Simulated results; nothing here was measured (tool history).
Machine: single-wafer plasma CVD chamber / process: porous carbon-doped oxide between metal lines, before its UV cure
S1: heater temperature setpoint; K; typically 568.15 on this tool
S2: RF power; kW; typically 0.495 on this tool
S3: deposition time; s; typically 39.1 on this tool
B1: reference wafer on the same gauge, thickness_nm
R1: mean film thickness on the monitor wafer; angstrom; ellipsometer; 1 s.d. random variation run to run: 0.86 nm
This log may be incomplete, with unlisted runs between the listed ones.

run 1 hour=0.0 | S1=568.15 S2=0.495 S3=39.1 | B1=207.102 | R1=1984.67
run 2 hour=42.3 | S1=568.15 S2=0.495 S3=39.1 | B1=206.900 | R1=1976.90
-- hour=52.1 RF generator calibrated
-- hour=60.1 gauge calibrated
run 3 hour=107.8 | S1=568.15 S2=0.495 S3=39.1 | B1=206.944 | R1=1987.76
run 4 hour=160.3 | S1=568.15 S2=0.495 S3=39.1 | B1=206.863 | R1=1987.23
run 5 hour=224.4 | S1=568.15 S2=0.495 S3=39.1 | B1=206.826 | R1=1994.26
run 6 hour=276.5 | S1=568.15 S2=0.495 S3=39.1 | B1=206.919 | R1=1975.73
-- hour=286.4 thermocouple changed; heater temperature recalibrated
run 7 hour=327.7 | S1=568.15 S2=0.495 S3=39.1 | B1=207.063 | R1=1964.61
run 8 hour=353.3 | S1=568.15 S2=0.495 S3=40.8 | B1=206.954 | R1=2030.29
run 9 hour=404.6 | S1=568.15 S2=0.495 S3=40.8 | B1=207.097 | R1=2047.36
run 10 hour=430.8 | S1=568.15 S2=0.495 S3=39.1 | B1=206.947 | R1=1958.57
run 11 hour=498.3 | S1=568.15 S2=0.495 S3=39.1 | B1=206.780 | R1=1953.90
run 12 hour=526.1 | S1=568.15 S2=0.495 S3=39.1 | B1=206.637 | R1=1938.09
run 13 hour=566.6 | S1=576.15 S2=0.430 S3=39.1 | B1=206.962 | R1=1683.98
run 14 hour=663.7 | S1=577.15 S2=0.450 S3=32.1 | B1=206.970 | R1=1427.09
run 15 hour=709.1 | S1=568.15 S2=0.495 S3=39.1 | B1=206.803 | R1=1933.92
run 16 hour=764.7 | S1=572.15 S2=0.540 S3=46.5 | B1=206.908 | R1=2347.08
-- hour=784.2 thermocouple changed; heater temperature recalibrated, repeated, since the last time left the tool worse
run 17 hour=832.0 | S1=568.15 S2=0.495 S3=39.1 | B1=206.891 | R1=2040.45
run 18 hour=884.0 | S1=568.15 S2=0.495 S3=46.5 | B1=207.049 | R1=2414.47
run 19 hour=939.1 | S1=568.15 S2=0.495 S3=36.3 | B1=207.124 | R1=1893.86
run 20 hour=980.7 | S1=576.15 S2=0.495 S3=39.1 | B1=207.144 | R1=1946.09
run 21 hour=1016.0 | S1=568.15 S2=0.495 S3=35.4 | B1=207.105 | R1=1852.10
-- hour=1028.9 showerhead replaced
run 22 hour=1041.5 | S1=568.15 S2=0.495 S3=39.1 | B1=207.007 | R1=2038.65
-- hour=1067.8 RF generator calibrated
run 23 hour=1069.0 | S1=572.15 S2=0.445 S3=39.1 | B1=207.068 | R1=1859.99
run 24 hour=1127.2 | S1=576.15 S2=0.560 S3=41.8 | B1=207.089 | R1=2184.50
run 25 hour=1285.5 | S1=568.15 S2=0.495 S3=31.5 | B1=207.167 | R1=1633.15
run 26 hour=1316.3 | S1=568.15 S2=0.495 S3=39.1 | B1=207.288 | R1=2000.82
run 27 hour=1365.3 | S1=568.15 S2=0.400 S3=39.1 | B1=206.876 | R1=1744.34
run 28 hour=1406.2 | S1=579.15 S2=0.565 S3=39.1 | B1=207.177 | R1=2036.04
run 29 hour=1446.7 | S1=568.15 S2=0.495 S3=39.1 | B1=206.972 | R1=2020.39
run 30 hour=1485.9 | S1=561.15 S2=0.405 S3=39.1 | B1=207.150 | R1=1852.71
run 31 hour=1539.6 | S1=568.15 S2=0.450 S3=39.1 | B1=207.224 | R1=1893.38
run 32 hour=1603.4 | S1=556.15 S2=0.495 S3=36.0 | B1=207.057 | R1=2010.60
run 33 hour=1646.9 | S1=568.15 S2=0.495 S3=43.1 | B1=207.030 | R1=2219.63
run 34 hour=1685.3 | S1=568.15 S2=0.495 S3=39.1 | B1=206.856 | R1=2004.29

Here are 4 independent what-if runs from the current tool condition. What would each one return?
run A hour=1685.7 | S1=568.15 S2=0.495 S3=39.1 | B1=? | R1=?
run B hour=1685.7 | S1=568.15 S2=0.495 S3=36.0 | B1=? | R1=?
run C hour=1685.7 | S1=582.15 S2=0.495 S3=39.1 | B1=? | R1=?
run D hour=1685.7 | S1=560.15 S2=0.425 S3=36.9 | B1=? | R1=?

run=A B1=206.892 R1=2012.71
run=B B1=206.892 R1=1857.12
run=C B1=206.892 R1=1843.73
run=D B1=206.892 R1=1820.61
Take away the tool's hidden state, keep each run's random variation, and the runs would have read:
run=A R1=2047.15
run=B R1=1888.89
run=C R1=1872.09
run=D R1=1853.54
